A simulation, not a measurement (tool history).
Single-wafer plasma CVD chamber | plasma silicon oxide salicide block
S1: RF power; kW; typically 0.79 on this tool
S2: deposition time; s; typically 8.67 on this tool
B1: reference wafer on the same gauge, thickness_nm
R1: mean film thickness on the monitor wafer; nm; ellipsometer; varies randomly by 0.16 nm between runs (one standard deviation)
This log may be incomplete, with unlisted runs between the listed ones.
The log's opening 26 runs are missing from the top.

run	hour	S1	S2	B1	R1
27	779.5	0.915	9.61	103.984	99.639
28	792.7	0.79	8.67	103.989	86.842
29	823.1	0.645	9.5	103.977	90.894
# hour 862.9: showerhead replaced
30	863.4	0.79	9.85	104.011	98.42
31	890.6	0.93	9.7	104.061	101.018
32	905.2	0.75	7.5	103.972	74.061
33	922.6	0.855	7.18	103.958	73.086
34	950.2	0.695	8.06	104.024	78.248
35	981	0.79	10.31	104.001	103.115
36	1016	0.79	8.67	104.062	86.768
37	1033.4	0.88	7.61	103.969	77.952

Run 38, settings as shown, results not yet in. Your forecast:
38	1047.4	0.73	8.67	?	?

Run 38 yielded B1 103.999, R1 85.215 nm.
With the hidden condition absent and the run-to-run variation left alone, this run would have shown R1 85.421 nm.
